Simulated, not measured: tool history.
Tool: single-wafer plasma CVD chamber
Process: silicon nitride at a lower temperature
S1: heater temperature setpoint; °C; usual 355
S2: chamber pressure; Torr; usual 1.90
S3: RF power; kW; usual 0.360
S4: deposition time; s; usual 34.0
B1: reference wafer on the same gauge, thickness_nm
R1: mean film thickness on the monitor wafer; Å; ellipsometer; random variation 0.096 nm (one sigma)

run,day,S1,S2,S3,S4,B1,R1
1,0.000,358,1.90,0.400,34.0,38.282,491.71
2,0.746,355,1.90,0.360,34.0,38.288,443.65
3,1.221,355,1.90,0.360,34.0,38.291,442.75
4,1.546,355,1.90,0.360,34.0,38.302,442.89
5,2.021,355,1.90,0.360,34.0,38.314,442.67
6,2.696,355,1.90,0.360,31.5,38.309,409.00
7,3.158,355,1.90,0.360,31.5,38.300,410.47
8,3.500,355,1.90,0.360,34.0,38.311,440.92
9,4.496,355,1.90,0.360,34.0,38.264,441.41
10,5.125,355,1.90,0.360,34.0,38.294,440.66
11,5.658,355,1.90,0.360,34.0,38.305,439.56
# day 6.596: RF generator calibrated
12,6.617,355,1.90,0.345,34.0,38.308,457.60
13,6.762,355,1.90,0.345,34.0,38.304,457.37
# day 7.325: capacitance manometer re-zeroed and calibrated
14,7.346,355,1.90,0.345,34.0,38.335,457.13
# day 8.058: showerhead replaced
15,8.079,355,1.90,0.360,34.0,38.315,477.75
16,8.350,355,1.90,0.360,34.0,38.297,477.66
# day 8.358: gauge calibrated
17,8.942,355,1.90,0.300,30.8,38.318,355.54
18,9.400,355,1.90,0.360,29.6,38.277,415.55
19,10.117,355,1.90,0.360,34.0,38.314,477.85
20,10.692,341,2.20,0.360,34.0,38.310,496.35
21,11.162,355,1.90,0.360,34.0,38.320,478.41
22,11.700,347,2.23,0.290,37.1,38.326,426.46
# day 12.554: thermocouple changed; heater temperature recalibrated
23,12.575,355,1.90,0.360,34.0,38.289,476.50
24,12.588,355,1.90,0.360,37.2,38.279,522.06
25,13.025,355,2.18,0.300,31.6,38.312,377.43
26,13.771,364,1.62,0.360,34.0,38.291,457.92
27,14.188,355,2.25,0.360,31.8,38.294,463.55
28,14.817,355,1.90,0.360,34.0,38.321,477.13
29,15.971,355,1.56,0.360,34.0,38.322,454.98

Forecast each of these 4 alternatives for the next run:
A,15.988,355,1.90,0.305,34.0,?,?
B,15.988,349,1.47,0.415,34.0,?,?
C,15.988,355,2.27,0.360,29.8,?,?
D,15.988,350,1.90,0.325,29.7,?,?

run,B1,R1
A,38.304,401.06
B,38.304,513.30
C,38.304,435.81
D,38.304,377.00
Without the tool's hidden state the same runs would have given:
run,R1
A,402.25
B,514.64
C,437.02
D,378.09
